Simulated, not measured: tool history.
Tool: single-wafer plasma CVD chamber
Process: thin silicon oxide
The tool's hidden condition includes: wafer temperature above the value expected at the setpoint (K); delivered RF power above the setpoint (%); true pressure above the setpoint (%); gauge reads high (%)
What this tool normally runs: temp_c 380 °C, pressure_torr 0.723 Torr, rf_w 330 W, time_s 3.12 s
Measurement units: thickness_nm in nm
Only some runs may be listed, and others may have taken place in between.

run,hour,temp_c,pressure_torr,rf_w,time_s,wafers since the last listed run,hours since the last thermocouple change,hours since the last RF generator calibration,hours since the last manometer calibration,hours since the showerhead was replaced,hours since the gauge calibration,"read-back reference wafer on the same gauge, thickness_nm",thickness_nm
1,0.0,380,0.723,330,3.12,0,1367.4,528.0,707.1,6419.8,40.6,6.742,6.106
2,50.2,380,0.723,330,3.12,923,1417.6,578.2,757.3,6470.0,90.8,6.749,6.101
3,95.8,380,0.723,330,3.12,839,1463.2,623.8,802.9,6515.6,136.4,6.739,6.009
4,170.7,380,0.723,330,3.12,1378,1538.1,698.7,877.8,6590.5,211.3,6.732,6.068
5,262.2,380,0.723,330,3.12,1683,1629.6,790.2,969.3,6682.0,302.8,6.745,6.018
6,368.3,380,0.723,330,3.12,1952,1735.7,896.3,1075.4,6788.1,408.9,6.726,6.051
7,411.2,380,0.723,330,3.12,789,1778.6,939.2,1118.3,6831.0,451.8,6.737,6.013
8,474.5,380,0.723,330,3.12,1164,1841.9,1002.5,1181.6,6894.3,515.1,6.730,6.021
9,547.4,380,0.833,330,3.12,1341,1914.8,1075.4,1254.5,6967.2,588.0,6.748,6.845
10,586.6,386,0.789,330,3.12,721,1954.0,1114.6,1293.7,7006.4,627.2,6.733,6.451
# hour 610.1: capacitance manometer re-zeroed and calibrated
# hour 643.0: thermocouple changed; heater temperature recalibrated
# hour 659.9: RF generator calibrated
11,687.3,380,0.723,330,3.12,1411,44.3,27.4,77.2,7107.1,727.9,6.730,6.150
# hour 716.4: showerhead replaced
12,730.3,380,0.723,330,3.73,644,87.3,70.4,120.2,13.9,770.9,6.735,7.383

Predict the results of run 13:
13,970.4,392,0.723,345,2.68,4418,327.4,310.5,360.3,254.0,1011.0,?,?

Run 13 yielded read-back reference wafer on the same gauge, thickness_nm 6.738, thickness_nm 5.271 nm.
If the tool had no hidden condition, the same run with the same run-to-run variation would have returned thickness_nm 5.311 nm.

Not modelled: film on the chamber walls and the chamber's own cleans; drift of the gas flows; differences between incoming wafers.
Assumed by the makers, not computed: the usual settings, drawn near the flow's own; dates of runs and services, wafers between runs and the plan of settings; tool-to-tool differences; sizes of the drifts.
